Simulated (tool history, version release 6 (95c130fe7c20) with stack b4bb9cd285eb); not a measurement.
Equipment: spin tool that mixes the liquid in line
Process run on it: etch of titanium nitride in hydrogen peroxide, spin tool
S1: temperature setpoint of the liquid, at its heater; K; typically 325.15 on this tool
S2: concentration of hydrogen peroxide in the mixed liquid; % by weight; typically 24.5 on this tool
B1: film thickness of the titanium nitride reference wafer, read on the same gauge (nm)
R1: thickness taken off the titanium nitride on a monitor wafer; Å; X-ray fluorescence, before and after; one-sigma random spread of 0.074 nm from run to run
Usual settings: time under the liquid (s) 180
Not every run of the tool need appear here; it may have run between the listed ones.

{"run": 1, "hour": 0.0, "S1": 325.15, "S2": 24.5, "time under the liquid (s)": 180, "B1": 39.98, "R1": 159.6}
{"run": 2, "hour": 6.5, "S1": 325.15, "S2": 24.5, "time under the liquid (s)": 180, "B1": 40.01, "R1": 160.9}
{"run": 3, "hour": 23.7, "S1": 325.15, "S2": 24.5, "time under the liquid (s)": 180, "B1": 40.01, "R1": 160.4}
{"run": 4, "hour": 38.8, "S1": 325.15, "S2": 24.5, "time under the liquid (s)": 180, "B1": 40.02, "R1": 159.5}
{"run": 5, "hour": 53.5, "S1": 325.15, "S2": 24.5, "time under the liquid (s)": 180, "B1": 39.99, "R1": 160.3}
{"run": 6, "hour": 62.6, "S1": 325.15, "S2": 24.5, "time under the liquid (s)": 180, "B1": 40.01, "R1": 159.5}
{"run": 7, "hour": 72.2, "S1": 329.65, "S2": 24.5, "time under the liquid (s)": 135, "B1": 39.96, "R1": 164.8}
{"run": 8, "hour": 85.2, "S1": 329.65, "S2": 24.5, "time under the liquid (s)": 135, "B1": 40.02, "R1": 164.1}
{"run": 9, "hour": 95.3, "S1": 325.15, "S2": 24.5, "time under the liquid (s)": 180, "B1": 40.02, "R1": 161.8}
{"run": 10, "hour": 110.1, "S1": 325.15, "S2": 18.5, "time under the liquid (s)": 180, "B1": 40.01, "R1": 152.3}
{"run": 11, "hour": 116.1, "S1": 325.15, "S2": 29.5, "time under the liquid (s)": 180, "B1": 40.01, "R1": 167.4}
{"run": 12, "hour": 132.1, "S1": 319.65, "S2": 30.0, "time under the liquid (s)": 180, "B1": 40.0, "R1": 113.5}
{"hour": 140.5, "done": "gauge calibrated"}
{"run": 13, "hour": 147.9, "S1": 334.15, "S2": 30.0, "time under the liquid (s)": 180, "B1": 40.01, "R1": 311.3}
{"hour": 163.4, "done": "peroxide flow meter replaced"}
{"run": 14, "hour": 164.1, "S1": 328.65, "S2": 17.5, "time under the liquid (s)": 245, "B1": 39.98, "R1": 262.8}
{"hour": 165.4, "done": "heated supply line repaired"}
{"run": 15, "hour": 178.7, "S1": 330.65, "S2": 24.5, "time under the liquid (s)": 115, "B1": 39.99, "R1": 150.4}
{"hour": 180.8, "done": "thermometer replaced"}
{"run": 16, "hour": 192.2, "S1": 325.15, "S2": 24.5, "time under the liquid (s)": 180, "B1": 39.99, "R1": 134.9}
{"hour": 193.5, "done": "new drum of peroxide connected"}
{"run": 17, "hour": 205.2, "S1": 325.15, "S2": 30.0, "time under the liquid (s)": 180, "B1": 39.97, "R1": 141.1}
{"run": 18, "hour": 221.2, "S1": 320.15, "S2": 24.5, "time under the liquid (s)": 270, "B1": 40.0, "R1": 140.3}
{"run": 19, "hour": 237.8, "S1": 315.15, "S2": 24.5, "time under the liquid (s)": 180, "B1": 40.03, "R1": 65.2}
{"run": 20, "hour": 245.6, "S1": 325.15, "S2": 24.5, "time under the liquid (s)": 180, "B1": 39.99, "R1": 135.3}
{"run": 21, "hour": 260.5, "S1": 334.15, "S2": 27.5, "time under the liquid (s)": 280, "B1": 40.01, "R1": 397.7}
{"run": 22, "hour": 273.2, "S1": 325.15, "S2": 24.5, "time under the liquid (s)": 180, "B1": 39.99, "R1": 134.9}
{"run": 23, "hour": 280.4, "S1": 318.15, "S2": 29.0, "time under the liquid (s)": 225, "B1": 40.0, "R1": 104.4}
{"run": 24, "hour": 288.8, "S1": 325.15, "S2": 24.5, "time under the liquid (s)": 180, "B1": 40.0, "R1": 136.6}

How would selected steps in R1 from run to run divide? Give the signed amount a tool lacking its hidden state would still show from settings, what came in and random variation, and the signed amount left for the hidden state, including any gauge scatter that is not in both of the compared results.
The tool's hidden condition here consists of: liquid hotter than its thermometer reads (K); peroxide flow above the setpoint (%); temperature lost on the way to the wafer (K); peroxide weaker than its label (%); gauge reads high (%).
Run 12 -> 13: S1 319.65 -> 334.15, gauge calibrated. R1 +197.8 Å: hidden state +33.1, all else +164.7.
Run 15 -> 16: S1 330.65 -> 325.15, time under the liquid (s) 115 -> 180, thermometer replaced. R1 -15.5 Å: hidden state -23.8, all else +8.3.
Run 20 -> 21: S1 325.15 -> 334.15, S2 24.5 -> 27.5, time under the liquid (s) 180 -> 280. R1 +262.4 Å: hidden state +6.9, all else +255.5.
Run 21 -> 22: S1 334.15 -> 325.15, S2 27.5 -> 24.5, time under the liquid (s) 280 -> 180. R1 -262.8 Å: hidden state -6.7, all else -256.1.

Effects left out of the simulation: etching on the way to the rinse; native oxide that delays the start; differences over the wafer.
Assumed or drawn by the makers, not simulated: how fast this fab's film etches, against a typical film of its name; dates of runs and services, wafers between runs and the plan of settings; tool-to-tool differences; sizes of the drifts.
